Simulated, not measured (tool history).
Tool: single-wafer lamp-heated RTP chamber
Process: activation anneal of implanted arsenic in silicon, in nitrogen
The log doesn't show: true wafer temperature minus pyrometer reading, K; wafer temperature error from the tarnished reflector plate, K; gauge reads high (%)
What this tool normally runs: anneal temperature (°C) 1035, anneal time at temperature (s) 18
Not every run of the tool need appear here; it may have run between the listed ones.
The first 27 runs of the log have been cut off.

| run | hour | anneal temperature (°C) | anneal time at temperature (s) | wafers since the last listed run | wafers since the last pyrometer calibration | wafers since the reflector plate was cleaned | hours since the gauge calibration | read-back reference wafer on the same gauge, sheet resistance | sheet resistance of the implanted and annealed layer (ohm/square) |
|---|---|---|---|---|---|---|---|---|---|
| 28 | 2400.4 | 1035 | 11 | 1047 | 1178 | 12621 | 484.7 | 398.9 | 343.48 |
|  | 2460.5 | reflector plate cleaned |
| 29 | 2476.9 | 1035 | 18 | 1339 | 2517 | 320 | 561.2 | 399.14 | 337.81 |
| 30 | 2538.9 | 1035 | 18 | 1211 | 3729 | 1532 | 623.2 | 398.91 | 339.42 |
| 31 | 2800 | 1026 | 28 | 5103 | 8833 | 6636 | 884.3 | 399.15 | 334.76 |
| 32 | 2874.3 | 1046 | 13 | 1452 | 10286 | 8089 | 958.6 | 399.05 | 338.64 |
| 33 | 2930 | 1056 | 18 | 1088 | 11374 | 9177 | 1014.3 | 399.04 | 331.29 |
|  | 2958 | pyrometer window cleaned and pyrometer calibrated |
| 34 | 2995.3 | 1013 | 21 | 1120 | 729 | 10298 | 1079.6 | 399.03 | 340.91 |
| 35 | 3050.6 | 1012 | 23 | 1080 | 1810 | 11378 | 1134.9 | 399.01 | 339.8 |

Each row is a separate what-if for the run after 35, all from the same tool condition, not one after another. Results?
| A | 3051 | 1035 | 26 | 7 | 1818 | 11386 | 1135.3 | ? | ? |
| B | 3051 | 1017 | 8 | 7 | 1818 | 11386 | 1135.3 | ? | ? |
| C | 3051 | 1018 | 18 | 7 | 1818 | 11386 | 1135.3 | ? | ? |
| D | 3051 | 1063 | 26 | 7 | 1818 | 11386 | 1135.3 | ? | ? |
| E | 3051 | 1010 | 9 | 7 | 1818 | 11386 | 1135.3 | ? | ? |

| run | read-back reference wafer on the same gauge, sheet resistance | sheet resistance of the implanted and annealed layer (ohm/square) |
|---|---|---|
| A | 399.12 | 333.02 |
| B | 399.12 | 350.74 |
| C | 399.12 | 342.82 |
| D | 399.12 | 323.03 |
| E | 399.12 | 351.12 |
Without the tool's unlogged condition, the same runs would have read:
| run | sheet resistance of the implanted and annealed layer (ohm/square) |
|---|---|
| A | 335.46 |
| B | 352.11 |
| C | 344.72 |
| D | 325.85 |
| E | 352.47 |
